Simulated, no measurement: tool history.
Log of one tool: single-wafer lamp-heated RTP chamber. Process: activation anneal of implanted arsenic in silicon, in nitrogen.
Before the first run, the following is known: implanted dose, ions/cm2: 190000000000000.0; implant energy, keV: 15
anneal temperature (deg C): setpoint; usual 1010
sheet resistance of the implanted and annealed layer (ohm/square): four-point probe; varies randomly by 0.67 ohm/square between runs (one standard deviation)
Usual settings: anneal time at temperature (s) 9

run   hour  anneal temperature (deg C)  anneal time at temperature (s)  read-back reference wafer on the same gauge, sheet resistance  sheet resistance of the implanted and annealed layer (ohm/square)
  1      0                        1010                              12                                                         455.69                                                             446.92
  2   18.3                        1010                              12                                                            456                                                             448.04
  3   34.9                        1010                              12                                                         456.51                                                             448.66
  4   47.2                        1010                               9                                                         456.88                                                             450.15
  5   61.3                        1010                               9                                                         457.12                                                                451
  6   72.5                        1010                               9                                                         457.28                                                             451.22
  7   82.1                        1032                               9                                                         457.52                                                              449.2
  8   96.8                        1032                               9                                                         457.61                                                             448.21
  9  104.2                        1032                               9                                                         457.97                                                             448.55
     113.8  -- pyrometer window cleaned and pyrometer calibrated
 10  116.6                        1010                               9                                                         457.88                                                             452.29
 11  130.1                        1010                               5                                                         458.08                                                             453.25
 12  140.1                        1010                               5                                                         458.07                                                             453.79
 13  154.6                        1010                               5                                                          458.1                                                              453.2
     163.3  -- reflector plate cleaned
 14  169.5                        1010                              12                                                         458.39                                                             450.27
 15  176.5                        1010                               9                                                         458.04                                                             451.16
 16  185.3                         997                               9                                                         458.28                                                             451.33
 17  193.4                        1010                              13                                                         458.34                                                             448.49
 18  202.6                        1010                              11                                                         458.49                                                             451.24
 19    216                        1029                               9                                                         458.48                                                             449.99
     221.2  -- gauge calibrated
 20  227.8                        1032                              13                                                         452.98                                                             440.64
 21  237.6                        1010                               9                                                         453.23                                                             446.05
 22    253                        1039                              12                                                         453.94                                                             442.93
 23  263.7                        1030                               5                                                         454.15                                                             448.39
 24  270.1                        1019                              14                                                         454.53                                                              443.7
 25  286.8                        1023                              14                                                         455.16                                                             443.87
 26  300.5                        1030                              12                                                         455.52                                                             443.41
 27  315.8                        1025                               5                                                         455.73                                                             450.43

Forecast each of these 4 alternatives for the next run:
  A  316.2                        1039                               9                                                              ?                                                                  ?
  B  316.2                        1010                               7                                                              ?                                                                  ?
  C  316.2                        1031                              12                                                              ?                                                                  ?
  D  316.2                        1034                               9                                                              ?                                                                  ?

run  read-back reference wafer on the same gauge, sheet resistance  sheet resistance of the implanted and annealed layer (ohm/square)
  A                                                         455.77                                                             445.21
  B                                                         455.77                                                             449.75
  C                                                         455.77                                                             444.55
  D                                                         455.77                                                             445.85
Take away the tool's hidden state, keep each run's random variation, and the runs would have read:
run  sheet resistance of the implanted and annealed layer (ohm/square)
  A                                                             442.52
  B                                                             447.03
  C                                                             441.87
  D                                                             443.15
